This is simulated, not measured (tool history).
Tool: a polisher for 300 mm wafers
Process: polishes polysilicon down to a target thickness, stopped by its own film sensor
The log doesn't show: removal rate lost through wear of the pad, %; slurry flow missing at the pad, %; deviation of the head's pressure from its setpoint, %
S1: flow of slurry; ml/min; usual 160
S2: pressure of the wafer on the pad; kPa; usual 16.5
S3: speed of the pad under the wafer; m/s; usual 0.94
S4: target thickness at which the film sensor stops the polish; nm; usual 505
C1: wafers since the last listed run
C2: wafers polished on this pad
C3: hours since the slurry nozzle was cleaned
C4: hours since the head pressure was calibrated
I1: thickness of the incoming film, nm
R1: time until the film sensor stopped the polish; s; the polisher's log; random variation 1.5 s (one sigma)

| run | hour | S1 | S2 | S3 | S4 | C1 | C2 | C3 | C4 | I1 | R1 |
|---|---|---|---|---|---|---|---|---|---|---|---|
| 1 | 0 | 160 | 16.5 | 0.94 | 505 | 0 | 1785 | 634.3 | 37.8 | 1130 | 111.3 |
| 2 | 29.5 | 160 | 16.5 | 0.94 | 505 | 354 | 2140 | 663.8 | 67.3 | 1141.6 | 117.2 |
| 3 | 76.7 | 160 | 16.5 | 1.08 | 505 | 567 | 2707 | 711 | 114.5 | 1133.8 | 105.1 |
|  | 85.6 | slurry nozzle cleaned |
|  | 189.8 | worn pad replaced by a new one |
| 4 | 192.4 | 160 | 16.5 | 1.08 | 505 | 1330 | 30 | 106.8 | 230.2 | 1116.4 | 94.4 |
| 5 | 257.6 | 160 | 16.5 | 1.08 | 505 | 783 | 814 | 172 | 295.4 | 1138.7 | 102.8 |
| 6 | 314.2 | 160 | 20.7 | 0.94 | 505 | 680 | 1495 | 228.6 | 352 | 1117.2 | 85 |
| 7 | 344.5 | 160 | 20.7 | 0.94 | 505 | 364 | 1859 | 258.9 | 382.3 | 1115.6 | 88.5 |
| 8 | 404.4 | 160 | 20.7 | 0.94 | 505 | 720 | 2579 | 318.8 | 442.2 | 1112.1 | 90.8 |
| 9 | 443.9 | 160 | 16.5 | 0.78 | 505 | 474 | 3054 | 358.3 | 481.7 | 1115.2 | 125.1 |
| 10 | 474.4 | 160 | 16.5 | 0.94 | 437 | 366 | 3421 | 388.8 | 512.2 | 1130.8 | 127.9 |
| 11 | 532.4 | 160 | 16.5 | 0.94 | 437 | 697 | 4118 | 446.8 | 570.2 | 1114.5 | 124.3 |
|  | 538 | worn pad replaced by a new one |
| 12 | 588 | 160 | 16.5 | 0.94 | 437 | 620 | 601 | 502.4 | 625.8 | 1106.6 | 116.6 |
| 13 | 654.9 | 160 | 16.5 | 0.94 | 505 | 804 | 1405 | 569.3 | 692.7 | 1115.8 | 109.3 |
|  | 695.6 | slurry nozzle cleaned |
| 14 | 700.2 | 160 | 16.5 | 0.94 | 505 | 532 | 1938 | 4.6 | 738 | 1118.5 | 110.7 |
| 15 | 857.9 | 160 | 16.5 | 0.94 | 505 | 1895 | 3833 | 162.3 | 895.7 | 1115.8 | 109.3 |
|  | 880.4 | worn pad replaced by a new one |
| 16 | 917.6 | 160 | 16.5 | 0.94 | 676 | 669 | 446 | 222 | 955.4 | 1134.3 | 79.7 |
| 17 | 967.6 | 160 | 16.5 | 0.94 | 676 | 601 | 1047 | 272 | 1005.4 | 1124.5 | 79.1 |
| 18 | 1037.2 | 180 | 12.4 | 0.84 | 637 | 836 | 1884 | 341.6 | 1075 | 1108.3 | 118.8 |
| 19 | 1077.6 | 160 | 13.1 | 0.94 | 603 | 485 | 2370 | 382 | 1115.4 | 1103.8 | 115.1 |
| 20 | 1225.9 | 160 | 20 | 0.94 | 505 | 1782 | 4153 | 530.3 | 1263.7 | 1100.4 | 90.4 |
|  | 1240.1 | worn pad replaced by a new one |
|  | 1240.4 | slurry nozzle cleaned |
| 21 | 1286.2 | 160 | 16.5 | 0.94 | 675 | 672 | 550 | 45.8 | 1324 | 1107.6 | 75.7 |
|  | 1312.7 | head pressure recalibrated |
| 22 | 1320.2 | 180 | 16.5 | 0.7 | 505 | 384 | 935 | 79.8 | 7.5 | 1133.8 | 132.8 |
| 23 | 1348.2 | 160 | 14.5 | 0.94 | 505 | 336 | 1272 | 107.8 | 35.5 | 1139 | 131.6 |
| 24 | 1408.9 | 160 | 11.7 | 1.04 | 324 | 729 | 2001 | 168.5 | 96.2 | 1097.1 | 185.9 |
| 25 | 1434.2 | 205 | 16.5 | 0.94 | 505 | 304 | 2305 | 193.8 | 121.5 | 1133.6 | 107 |
| 26 | 1460.8 | 160 | 16.5 | 0.8 | 335 | 319 | 2625 | 220.4 | 148.1 | 1123.4 | 157.3 |
| 27 | 1509.1 | 160 | 16.5 | 0.94 | 676 | 580 | 3206 | 268.7 | 196.4 | 1133.6 | 82.9 |
|  | 1563.3 | worn pad replaced by a new one |
| 28 | 1580 | 205 | 16.5 | 0.94 | 505 | 804 | 200 | 339.6 | 267.3 | 1112.6 | 104.4 |
| 29 | 1635 | 160 | 16.5 | 0.94 | 398 | 661 | 861 | 394.6 | 322.3 | 1126.8 | 128 |
| 30 | 1668.3 | 195 | 12.4 | 1.2 | 505 | 400 | 1262 | 427.9 | 355.6 | 1136.7 | 123.2 |
| 31 | 1695.4 | 160 | 12.4 | 0.82 | 651 | 325 | 1587 | 455 | 382.7 | 1113.6 | 123.1 |
| 32 | 1720.8 | 160 | 16.5 | 1.22 | 621 | 305 | 1893 | 480.4 | 408.1 | 1129.6 | 78.2 |
| 33 | 1753.7 | 160 | 16.5 | 0.94 | 673 | 395 | 2288 | 513.3 | 441 | 1115.9 | 80.8 |
| 34 | 1784.8 | 160 | 16.5 | 0.94 | 505 | 373 | 2662 | 544.4 | 472.1 | 1124.3 | 112.2 |

Forecast each of these 4 alternatives for the next run:
| A | 1785.2 | 125 | 16.5 | 0.94 | 505 | 4 | 2667 | 544.8 | 472.5 | 1112.7 | ? |
| B | 1785.2 | 160 | 12.4 | 0.94 | 339 | 4 | 2667 | 544.8 | 472.5 | 1112.7 | ? |
| C | 1785.2 | 160 | 16.5 | 0.94 | 668 | 4 | 2667 | 544.8 | 472.5 | 1112.7 | ? |
| D | 1785.2 | 160 | 20.7 | 1.18 | 595 | 4 | 2667 | 544.8 | 472.5 | 1112.7 | ? |

| run | R1 |
|---|---|
| A | 113.3 |
| B | 187.4 |
| C | 80.8 |
| D | 64.1 |
Without the tool's hidden state the same runs would have given:
| run | R1 |
|---|---|
| A | 105.3 |
| B | 174.2 |
| C | 75.1 |
| D | 59.6 |

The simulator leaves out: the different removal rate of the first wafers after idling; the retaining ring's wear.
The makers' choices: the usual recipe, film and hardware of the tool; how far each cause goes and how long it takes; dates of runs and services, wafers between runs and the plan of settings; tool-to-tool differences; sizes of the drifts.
